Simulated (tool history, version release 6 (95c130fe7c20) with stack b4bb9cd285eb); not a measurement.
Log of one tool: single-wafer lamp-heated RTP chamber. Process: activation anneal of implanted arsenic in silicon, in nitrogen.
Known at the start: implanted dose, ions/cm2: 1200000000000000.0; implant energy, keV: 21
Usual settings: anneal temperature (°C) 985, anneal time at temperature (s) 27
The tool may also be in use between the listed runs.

run   hour  anneal temperature (°C)  anneal time at temperature (s)  wafers since the last listed run  wafers since the last pyrometer calibration  wafers since the reflector plate was cleaned  hours since the gauge calibration  read-back reference wafer on the same gauge, sheet resistance  sheet resistance of the implanted and annealed layer (ohm/square)
  1      0                      985                              27                                 0                                         5777                                          8836                              228.7                                                         109.94                                                             117.78
  2   29.6                      985                              27                               247                                         6025                                          9084                              258.3                                                         109.96                                                             117.42
  3   57.5                      985                              27                               233                                         6258                                          9317                              286.2                                                         110.01                                                             117.67
  4   86.4                      985                              27                               241                                         6499                                          9558                              315.1                                                         110.08                                                              117.5
  5  120.9                      985                              34                               288                                         6787                                          9846                              349.6                                                            110                                                             114.97
  6  149.3                      985                              34                               237                                         7025                                         10084                                378                                                         110.01                                                             114.63
  7  170.2                      985                              34                               174                                         7199                                         10258                              398.9                                                         109.99                                                             114.49
  8  204.4                      985                              27                               285                                         7485                                         10544                              433.1                                                         110.03                                                             116.74
  9  236.4                      985                              27                               267                                         7752                                         10811                              465.1                                                         109.99                                                             116.99
 10  260.6                      959                              11                               202                                         7955                                         11014                              489.3                                                         109.98                                                             138.12
 11  273.3                      985                              27                               106                                         8061                                         11120                                502                                                         109.99                                                             117.91
     305.3  -- pyrometer window cleaned and pyrometer calibrated
 12  305.8                      958                              21                               204                                            3                                         11324                              534.5                                                            110                                                             136.58
 13    311                      985                              37                                43                                           47                                         11368                              539.7                                                         109.95                                                             117.49
     322.3  -- gauge calibrated
 14  340.3                      995                              36                               244                                          292                                         11613                                 18                                                            110                                                             113.63
     351.5  -- reflector plate cleaned
 15    373                      962                              16                               206                                          498                                           179                               50.7                                                            110                                                             136.48
 16    396                      976                              11                               192                                          690                                           372                               73.7                                                         109.95                                                             134.35
 17  415.3                      959                              11                               161                                          851                                           533                                 93                                                         109.97                                                             141.01
 18  427.8                      985                              27                               104                                          956                                           637                              105.5                                                         109.98                                                             120.66
 19  454.8                      959                              12                               225                                         1181                                           863                              132.5                                                         109.99                                                             139.97

Hidden state at the last listed run before each entry between runs and at the first one after, where it differs:
Between runs 11 and 12: pyrometer window cleaned and pyrometer calibrated (hour 305.3)
  true wafer temperature minus pyrometer reading, K: 11.9 -> 0.783
  measured less the result without the state, sheet resistance of the implanted and annealed layer (ohm/square): -4.43 -> -0.33
Between runs 13 and 14: gauge calibrated (hour 322.3)
  true wafer temperature minus pyrometer reading, K: 0.971 -> 1.98
  measured less the result without the state, sheet resistance of the implanted and annealed layer (ohm/square): -0.36 -> -0.69
Between runs 14 and 15: reflector plate cleaned (hour 351.5)
  true wafer temperature minus pyrometer reading, K: 1.98 -> 3.01
  measured less the result without the state, sheet resistance of the implanted and annealed layer (ohm/square): -0.69 -> -1.26
